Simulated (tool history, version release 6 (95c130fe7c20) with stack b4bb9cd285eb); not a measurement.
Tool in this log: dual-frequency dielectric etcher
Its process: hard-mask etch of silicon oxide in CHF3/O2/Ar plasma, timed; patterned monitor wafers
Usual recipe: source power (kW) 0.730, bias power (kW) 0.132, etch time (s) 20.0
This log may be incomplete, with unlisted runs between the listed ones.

run   hour  source power (kW)  bias power (kW)  etch time (s)  read-back reference wafer on the same gauge, depth_nm  mean etch depth across the wafer (nm)
  1    0.0              0.770            0.108           20.0                                                  32.81                                  36.50
  2    6.9              0.770            0.108           20.0                                                  32.81                                  36.13
  3   24.1              0.770            0.108           20.0                                                  32.78                                  36.27
  4   33.8              0.730            0.143           20.0                                                  32.79                                  39.22
  5   41.0              0.730            0.132           20.0                                                  32.76                                  38.43
  6   48.4              0.730            0.132           20.0                                                  32.80                                  37.83
  7   59.1              0.730            0.132           20.0                                                  32.80                                  37.92
      86.8  -- upper electrode replaced
      95.7  -- bias power generator calibrated
     101.2  -- source power generator calibrated
     109.6  -- wet clean of the chamber
  8  110.1              0.730            0.132           22.5                                                  32.79                                  45.24
  9  118.1              0.730            0.132           20.0                                                  32.81                                  40.25
 10  128.2              0.900            0.152           15.0                                                  32.82                                  34.34
     131.4  -- gauge calibrated
 11  136.4              0.810            0.108           23.5                                                  32.76                                  45.76
 12  153.9              0.730            0.132           20.0                                                  32.82                                  40.16
 13  161.2              0.900            0.158           20.0                                                  32.82                                  46.07
 14  177.6              0.730            0.132           25.5                                                  32.81                                  50.81

Consider 3 possible next runs. They are alternatives, not a sequence: every one starts from the tool as it was left by run 14. What does each give?
  A  178.0              0.730            0.132           16.5                                                      ?                                      ?
  B  178.0              0.860            0.157           16.0                                                      ?                                      ?
  C  178.0              0.830            0.148           20.0                                                      ?                                      ?

run  read-back reference wafer on the same gauge, depth_nm  mean etch depth across the wafer (nm)
  A                                                  32.79                                  33.00
  B                                                  32.79                                  36.07
  C                                                  32.79                                  43.60
With the hidden condition removed and each run's random variation left untouched, the same runs would have given:
run  mean etch depth across the wafer (nm)
  A                                  33.17
  B                                  36.26
  C                                  43.83
